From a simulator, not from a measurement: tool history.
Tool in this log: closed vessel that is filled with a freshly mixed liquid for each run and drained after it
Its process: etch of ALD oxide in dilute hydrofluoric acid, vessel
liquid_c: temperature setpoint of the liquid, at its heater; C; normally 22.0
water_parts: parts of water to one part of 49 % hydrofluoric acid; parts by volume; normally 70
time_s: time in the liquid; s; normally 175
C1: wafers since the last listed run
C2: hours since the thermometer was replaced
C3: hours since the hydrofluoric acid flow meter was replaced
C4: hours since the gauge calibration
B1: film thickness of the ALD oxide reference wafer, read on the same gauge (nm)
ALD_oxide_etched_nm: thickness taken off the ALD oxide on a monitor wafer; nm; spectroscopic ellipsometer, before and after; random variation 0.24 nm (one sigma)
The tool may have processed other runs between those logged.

Run 1, day 0.000: usual settings but liquid_c 19.0 C, water_parts 85 parts by volume; C1 0; C2 869.8; C3 184.5; C4 595.8; B1 108.44. Result: ALD_oxide_etched_nm 19.60 nm.
Run 2, day 1.188: usual settings but liquid_c 19.0 C, water_parts 85 parts by volume; C1 2511; C2 898.3; C3 213.0; C4 624.3; B1 108.28. Result: ALD_oxide_etched_nm 20.12 nm.
Run 3, day 2.654: usual settings but liquid_c 19.0 C, water_parts 85 parts by volume; C1 3102; C2 933.5; C3 248.2; C4 659.5; B1 108.08. Result: ALD_oxide_etched_nm 20.06 nm.
Run 4, day 4.262: usual settings but liquid_c 26.0 C, time_s 140 s; C1 3402; C2 972.1; C3 286.8; C4 698.1; B1 107.83. Result: ALD_oxide_etched_nm 26.04 nm.
Run 5, day 5.892: usual settings but liquid_c 26.0 C, time_s 140 s; C1 3446; C2 1011.2; C3 325.9; C4 737.2; B1 107.62. Result: ALD_oxide_etched_nm 25.40 nm.
Run 6, day 8.808: usual settings but liquid_c 26.0 C, time_s 140 s; C1 6169; C2 1081.2; C3 395.9; C4 807.2; B1 107.05. Result: ALD_oxide_etched_nm 25.42 nm.
Run 7, day 10.779: usual settings; C1 4168; C2 1128.5; C3 443.2; C4 854.5; B1 106.75. Result: ALD_oxide_etched_nm 27.48 nm.
Run 8, day 13.025: usual settings; C1 4750; C2 1182.4; C3 497.1; C4 908.4; B1 106.27. Result: ALD_oxide_etched_nm 27.37 nm.
At day 14.771: gauge calibrated.
Run 9, day 15.492: usual settings; C1 5217; C2 1241.6; C3 556.3; C4 17.3; B1 109.54. Result: ALD_oxide_etched_nm 27.94 nm.
At day 15.779: hydrofluoric acid flow meter replaced.
Run 10, day 17.788: usual settings; C1 4768; C2 1296.7; C3 48.2; C4 72.4; B1 109.53. Result: ALD_oxide_etched_nm 28.17 nm.
Run 11, day 18.888: usual settings but liquid_c 18.5 C, time_s 220 s; C1 2326; C2 1323.1; C3 74.6; C4 98.8; B1 109.52. Result: ALD_oxide_etched_nm 30.40 nm.
Run 12, day 20.517: usual settings but liquid_c 18.0 C, water_parts 45 parts by volume, time_s 230 s; C1 3446; C2 1362.2; C3 113.7; C4 137.9; B1 109.44. Result: ALD_oxide_etched_nm 49.85 nm.
Run 13, day 22.288: usual settings but liquid_c 19.0 C, water_parts 85 parts by volume; C1 3745; C2 1404.7; C3 156.2; C4 180.4; B1 109.41. Result: ALD_oxide_etched_nm 19.95 nm.
Run 14, day 23.496: usual settings but liquid_c 18.5 C, water_parts 45 parts by volume, time_s 230 s; C1 2555; C2 1433.7; C3 185.2; C4 209.4; B1 109.37. Result: ALD_oxide_etched_nm 51.81 nm.
Run 15, day 26.142: usual settings but liquid_c 26.5 C, water_parts 100 parts by volume, time_s 125 s; C1 5596; C2 1497.2; C3 248.7; C4 272.9; B1 109.22. Result: ALD_oxide_etched_nm 16.29 nm.
Run 16, day 27.442: usual settings but liquid_c 25.5 C, water_parts 105 parts by volume, time_s 110 s; C1 2749; C2 1528.4; C3 279.9; C4 304.1; B1 109.13. Result: ALD_oxide_etched_nm 12.90 nm.
At day 28.221: thermometer replaced.
Run 17, day 29.258: usual settings but liquid_c 19.0 C, water_parts 55 parts by volume, time_s 215 s; C1 3754; C2 24.9; C3 323.5; C4 347.7; B1 108.96. Result: ALD_oxide_etched_nm 39.83 nm.
Run 18, day 31.862: usual settings; C1 5508; C2 87.4; C3 386.0; C4 410.2; B1 108.77. Result: ALD_oxide_etched_nm 27.98 nm.
Run 19, day 33.133: usual settings but liquid_c 25.5 C, water_parts 85 parts by volume; C1 2688; C2 117.9; C3 416.5; C4 440.7; B1 108.63. Result: ALD_oxide_etched_nm 25.96 nm.
Run 20, day 35.754: usual settings but liquid_c 19.5 C, water_parts 35 parts by volume, time_s 275 s; C1 5543; C2 180.8; C3 479.4; C4 503.6; B1 108.41. Result: ALD_oxide_etched_nm 81.65 nm.

Alternative continuations, all from the tool just after run 20; predict every row:
Run A, day 35.783: usual settings; C1 61; C2 181.5; C3 480.1; C4 504.3; B1 ?. Result: ALD_oxide_etched_nm ?.
Run B, day 35.783: usual settings but liquid_c 19.0 C, water_parts 50 parts by volume; C1 61; C2 181.5; C3 480.1; C4 504.3; B1 ?. Result: ALD_oxide_etched_nm ?.
Run C, day 35.783: usual settings but liquid_c 25.0 C, water_parts 80 parts by volume, time_s 225 s; C1 61; C2 181.5; C3 480.1; C4 504.3; B1 ?. Result: ALD_oxide_etched_nm ?.
Run D, day 35.783: usual settings but liquid_c 23.5 C, water_parts 85 parts by volume; C1 61; C2 181.5; C3 480.1; C4 504.3; B1 ?. Result: ALD_oxide_etched_nm ?.

run      B1  ALD_oxide_etched_nm
  A  108.38                27.90
  B  108.38                35.28
  C  108.38                35.01
  D  108.38                23.98
What these runs would have given with no unlogged condition in the tool:
run  ALD_oxide_etched_nm
  A                28.32
  B                35.80
  C                35.53
  D                24.34
